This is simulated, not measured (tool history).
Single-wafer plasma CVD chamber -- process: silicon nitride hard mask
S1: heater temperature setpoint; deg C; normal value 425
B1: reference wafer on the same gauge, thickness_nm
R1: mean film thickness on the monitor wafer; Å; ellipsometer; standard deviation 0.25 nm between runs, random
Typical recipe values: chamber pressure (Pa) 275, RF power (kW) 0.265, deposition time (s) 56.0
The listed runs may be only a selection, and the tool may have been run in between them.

Run 1, hour 0.0: usual settings but deposition time (s) 59.9; B1 59.048. Result: R1 596.91 Å.
Run 2, hour 33.1: usual settings but deposition time (s) 62.8; B1 59.007. Result: R1 618.65 Å.
Run 3, hour 45.4: usual settings but deposition time (s) 62.8; B1 59.134. Result: R1 620.94 Å.
Run 4, hour 59.8: usual settings; B1 59.156. Result: R1 554.52 Å.
Run 5, hour 84.5: usual settings but S1 414 deg C; B1 59.060. Result: R1 559.31 Å.
Run 6, hour 100.5: usual settings but S1 414 deg C; B1 59.106. Result: R1 554.92 Å.
Run 7, hour 118.9: usual settings but S1 414 deg C; B1 59.090. Result: R1 557.82 Å.
Run 8, hour 138.1: usual settings but RF power (kW) 0.300, deposition time (s) 59.6; B1 59.147. Result: R1 648.92 Å.
Run 9, hour 152.1: usual settings; B1 59.075. Result: R1 550.40 Å.
Run 10, hour 166.4: usual settings but RF power (kW) 0.300, deposition time (s) 59.6; B1 59.089. Result: R1 652.02 Å.
Run 11, hour 194.9: usual settings but chamber pressure (Pa) 219, deposition time (s) 45.3; B1 59.036. Result: R1 427.29 Å.
Run 12, hour 225.5: usual settings but S1 412 deg C, chamber pressure (Pa) 336, RF power (kW) 0.300, deposition time (s) 51.1; B1 59.043. Result: R1 586.90 Å.
At hour 250.7: gauge calibrated.
Run 13, hour 253.0: usual settings but chamber pressure (Pa) 316, RF power (kW) 0.230; B1 59.043. Result: R1 495.47 Å.
Run 14, hour 274.0: usual settings but S1 412 deg C, chamber pressure (Pa) 336, RF power (kW) 0.300, deposition time (s) 51.1; B1 59.003. Result: R1 586.24 Å.
At hour 295.5: RF generator calibrated.
Run 15, hour 304.3: usual settings but S1 430 deg C, RF power (kW) 0.215; B1 59.096. Result: R1 493.60 Å.
Run 16, hour 316.8: usual settings; B1 59.118. Result: R1 598.34 Å.
Run 17, hour 343.9: usual settings but chamber pressure (Pa) 244, deposition time (s) 50.3; B1 59.186. Result: R1 524.04 Å.
At hour 359.9: showerhead replaced.
At hour 375.7: thermocouple changed; heater temperature recalibrated.
Run 18, hour 378.4: usual settings; B1 59.206. Result: R1 594.46 Å.
At hour 396.6: capacitance manometer re-zeroed and calibrated.
Run 19, hour 399.7: usual settings but S1 414 deg C, chamber pressure (Pa) 207, RF power (kW) 0.240, deposition time (s) 47.9; B1 59.092. Result: R1 448.39 Å.
Run 20, hour 433.2: usual settings but S1 431 deg C, chamber pressure (Pa) 245, deposition time (s) 47.5; B1 58.986. Result: R1 493.87 Å.
Run 21, hour 459.3: usual settings but RF power (kW) 0.230; B1 59.090. Result: R1 525.07 Å.
Run 22, hour 483.0: usual settings; B1 59.129. Result: R1 598.70 Å.
Run 23, hour 501.6: usual settings but S1 419 deg C, chamber pressure (Pa) 243, RF power (kW) 0.250, deposition time (s) 61.1; B1 59.118. Result: R1 598.19 Å.
Run 24, hour 580.6: usual settings but S1 429 deg C, chamber pressure (Pa) 207, RF power (kW) 0.315, deposition time (s) 62.1; B1 59.165. Result: R1 714.25 Å.
Run 25, hour 604.0: usual settings; B1 59.087. Result: R1 592.08 Å.
Run 26, hour 629.1: usual settings but S1 432 deg C, chamber pressure (Pa) 247; B1 59.028. Result: R1 576.06 Å.
Run 27, hour 664.5: usual settings but S1 413 deg C, RF power (kW) 0.245; B1 59.131. Result: R1 556.19 Å.
Run 28, hour 677.3: usual settings but S1 418 deg C, chamber pressure (Pa) 313, RF power (kW) 0.240, deposition time (s) 66.4; B1 59.077. Result: R1 660.34 Å.
Run 29, hour 702.4: usual settings but S1 432 deg C; B1 59.150. Result: R1 586.83 Å.
Run 30, hour 733.5: usual settings but deposition time (s) 47.6; B1 59.061. Result: R1 503.67 Å.

Alternative continuations, all from the tool just after run 30; predict every row:
Run A, hour 733.9: usual settings but S1 416 deg C; B1 ?. Result: R1 ?.
Run B, hour 733.9: usual settings but RF power (kW) 0.280; B1 ?. Result: R1 ?.
Run C, hour 733.9: usual settings but S1 436 deg C, deposition time (s) 45.4; B1 ?. Result: R1 ?.

run      B1      R1
  A  59.125  598.63
  B  59.125  625.21
  C  59.125  481.66
Without the tool's hidden state the same runs would have given:
run      R1
  A  610.77
  B  637.39
  C  491.42

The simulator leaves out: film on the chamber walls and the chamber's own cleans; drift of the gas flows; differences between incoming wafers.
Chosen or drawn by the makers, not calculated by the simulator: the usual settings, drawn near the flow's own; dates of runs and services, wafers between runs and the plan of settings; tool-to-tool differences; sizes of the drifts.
